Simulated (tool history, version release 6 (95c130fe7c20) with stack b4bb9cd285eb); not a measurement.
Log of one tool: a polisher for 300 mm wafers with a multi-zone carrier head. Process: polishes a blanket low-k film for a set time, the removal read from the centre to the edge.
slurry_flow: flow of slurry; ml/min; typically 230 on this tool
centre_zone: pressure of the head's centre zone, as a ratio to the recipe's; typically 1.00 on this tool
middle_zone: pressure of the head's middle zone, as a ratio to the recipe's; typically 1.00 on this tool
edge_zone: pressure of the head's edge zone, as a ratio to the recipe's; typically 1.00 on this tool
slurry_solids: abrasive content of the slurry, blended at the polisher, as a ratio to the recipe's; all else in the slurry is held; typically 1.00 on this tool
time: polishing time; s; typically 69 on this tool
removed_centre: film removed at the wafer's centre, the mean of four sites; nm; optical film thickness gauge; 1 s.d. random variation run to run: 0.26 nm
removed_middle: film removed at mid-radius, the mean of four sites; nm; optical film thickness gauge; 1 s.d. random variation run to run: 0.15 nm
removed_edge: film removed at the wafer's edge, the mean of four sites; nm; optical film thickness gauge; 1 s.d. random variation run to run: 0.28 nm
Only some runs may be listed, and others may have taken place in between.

run	hour	slurry_flow	centre_zone	middle_zone	edge_zone	slurry_solids	time	incoming thickness of the incoming film, nm	removed_centre	removed_middle	removed_edge
1	0.0	230	1.00	1.00	1.00	0.90	69	785.9	18.9	19.9	19.8
2	68.2	230	1.00	1.00	1.00	0.90	69	777.8	18.2	19.8	19.2
3	141.7	230	1.00	1.00	1.00	0.90	69	778.0	18.3	19.8	19.7
4	244.4	230	1.00	1.00	1.00	1.00	69	798.0	18.7	20.6	20.9
# hour 321.8: centre zone pressure recalibrated
# hour 324.1: worn pad replaced by a new one
5	324.6	230	1.00	1.00	1.00	1.00	69	785.4	21.0	20.8	20.7
6	358.1	230	1.00	1.00	1.00	1.00	69	773.8	21.2	20.4	20.9
7	440.4	230	1.00	1.00	1.00	1.00	69	785.6	20.8	20.6	20.8
# hour 453.6: edge zone pressure recalibrated
8	517.5	230	1.00	1.00	1.00	1.00	69	779.2	21.2	20.9	20.3
9	577.2	230	1.00	1.00	1.00	1.00	69	784.2	21.0	20.7	20.8
10	652.9	230	1.00	1.00	1.00	1.25	69	782.8	22.4	22.2	21.6
# hour 704.8: worn pad replaced by a new one
# hour 725.6: slurry nozzle cleaned
11	738.4	230	1.00	1.08	1.00	1.00	69	783.5	20.8	21.9	20.7
# hour 830.3: carrier head's membrane replaced by a new one
12	834.4	230	1.00	1.00	1.00	0.90	69	789.1	19.6	19.6	19.7
13	933.6	230	1.00	1.00	1.00	0.90	69	778.4	19.1	20.0	19.6
14	996.7	230	1.00	0.91	1.00	1.00	69	787.5	19.6	19.0	20.7
# hour 1088.3: worn pad replaced by a new one
15	1088.8	300	0.88	1.12	1.00	0.80	69	792.9	16.3	21.6	19.3
16	1158.3	295	1.00	1.00	1.00	1.25	69	775.4	21.4	23.3	23.3
# hour 1210.7: edge zone pressure recalibrated
17	1242.1	230	1.00	1.00	1.00	1.00	69	781.8	18.9	20.5	20.5
18	1289.1	230	0.91	1.00	1.07	1.00	69	786.9	17.0	20.6	21.1
19	1379.3	230	1.04	0.91	1.00	0.70	56	784.1	13.5	13.4	14.7
# hour 1424.1: worn pad replaced by a new one
# hour 1452.2: centre zone pressure recalibrated
20	1475.6	230	1.00	1.00	1.00	1.00	86	779.4	25.8	25.7	25.6
21	1559.6	185	0.92	1.00	1.00	1.00	46	792.4	12.3	13.2	13.2
# hour 1626.9: carrier head's membrane replaced by a new one
22	1627.2	230	1.00	1.00	1.00	1.00	69	785.5	20.9	20.6	21.1

Predict each of these 3 candidate next runs independently; none follows another, all start after run 22:
A	1627.6	230	1.00	1.00	1.00	1.00	69	775.9	?	?	?
B	1627.6	230	1.00	0.96	1.00	1.15	52	775.9	?	?	?
C	1627.6	165	1.11	1.00	1.00	1.00	69	775.9	?	?	?

run	removed_centre	removed_middle	removed_edge
A	21.0	20.6	20.9
B	16.6	15.8	16.6
C	21.9	19.4	20.1
With the hidden condition removed and each run's random variation left untouched, the same runs would have given:
run	removed_centre	removed_middle	removed_edge
A	21.0	20.6	20.9
B	16.6	15.8	16.6
C	21.9	19.4	20.1
